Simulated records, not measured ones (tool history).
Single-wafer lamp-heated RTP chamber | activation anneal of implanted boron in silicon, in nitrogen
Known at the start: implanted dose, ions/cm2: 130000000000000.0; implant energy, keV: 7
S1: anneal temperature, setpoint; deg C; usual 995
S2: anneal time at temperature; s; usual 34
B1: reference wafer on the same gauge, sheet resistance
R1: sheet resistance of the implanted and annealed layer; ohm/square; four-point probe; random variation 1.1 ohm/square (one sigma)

{"run": 1, "day": 0.0, "S1": 982, "S2": 34, "B1": 587.7, "R1": 719.24}
{"run": 2, "day": 2.383, "S1": 995, "S2": 34, "B1": 588.21, "R1": 716.19}
{"run": 3, "day": 4.05, "S1": 982, "S2": 40, "B1": 588.46, "R1": 716.42}
{"day": 5.333, "done": "pyrometer window cleaned and pyrometer calibrated"}
{"run": 4, "day": 6.479, "S1": 982, "S2": 40, "B1": 588.77, "R1": 719.15}
{"day": 6.921, "done": "reflector plate cleaned"}
{"run": 5, "day": 10.575, "S1": 995, "S2": 34, "B1": 589.0, "R1": 716.57}
{"day": 13.508, "done": "pyrometer window cleaned and pyrometer calibrated"}
{"run": 6, "day": 14.979, "S1": 995, "S2": 34, "B1": 589.41, "R1": 716.32}
{"day": 16.717, "done": "reflector plate cleaned"}
{"run": 7, "day": 18.388, "S1": 995, "S2": 34, "B1": 589.48, "R1": 716.15}
{"run": 8, "day": 19.996, "S1": 1024, "S2": 15, "B1": 589.57, "R1": 715.26}
{"day": 22.617, "done": "pyrometer window cleaned and pyrometer calibrated"}
{"run": 9, "day": 23.533, "S1": 995, "S2": 34, "B1": 589.85, "R1": 719.88}
{"day": 26.158, "done": "reflector plate cleaned"}
{"day": 26.208, "done": "gauge calibrated"}
{"run": 10, "day": 26.7, "S1": 980, "S2": 34, "B1": 582.65, "R1": 711.9}
{"run": 11, "day": 29.142, "S1": 1023, "S2": 14, "B1": 583.92, "R1": 709.53}
{"day": 29.746, "done": "pyrometer window cleaned and pyrometer calibrated"}
{"run": 12, "day": 32.262, "S1": 1023, "S2": 25, "B1": 585.52, "R1": 708.0}
{"day": 35.775, "done": "reflector plate cleaned"}
{"run": 13, "day": 35.925, "S1": 973, "S2": 18, "B1": 586.25, "R1": 727.4}
{"day": 37.517, "done": "pyrometer window cleaned and pyrometer calibrated"}
{"run": 14, "day": 37.692, "S1": 987, "S2": 34, "B1": 586.82, "R1": 714.49}
{"run": 15, "day": 40.392, "S1": 986, "S2": 50, "B1": 587.46, "R1": 713.6}

4 ways to go on from here, each from the tool as it stands after run 15. What would each give?
{"run": "A", "day": 40.408, "S1": 995, "S2": 34, "B1": "?", "R1": "?"}
{"run": "B", "day": 40.408, "S1": 995, "S2": 49, "B1": "?", "R1": "?"}
{"run": "C", "day": 40.408, "S1": 1021, "S2": 28, "B1": "?", "R1": "?"}
{"run": "D", "day": 40.408, "S1": 979, "S2": 26, "B1": "?", "R1": "?"}

run=A B1=587.25 R1=716.38
run=B B1=587.25 R1=714.31
run=C B1=587.25 R1=713.67
run=D B1=587.25 R1=723.09
Without the tool's hidden state the same runs would have given:
run=A R1=709.79
run=B R1=707.74
run=C R1=707.10
run=D R1=716.43
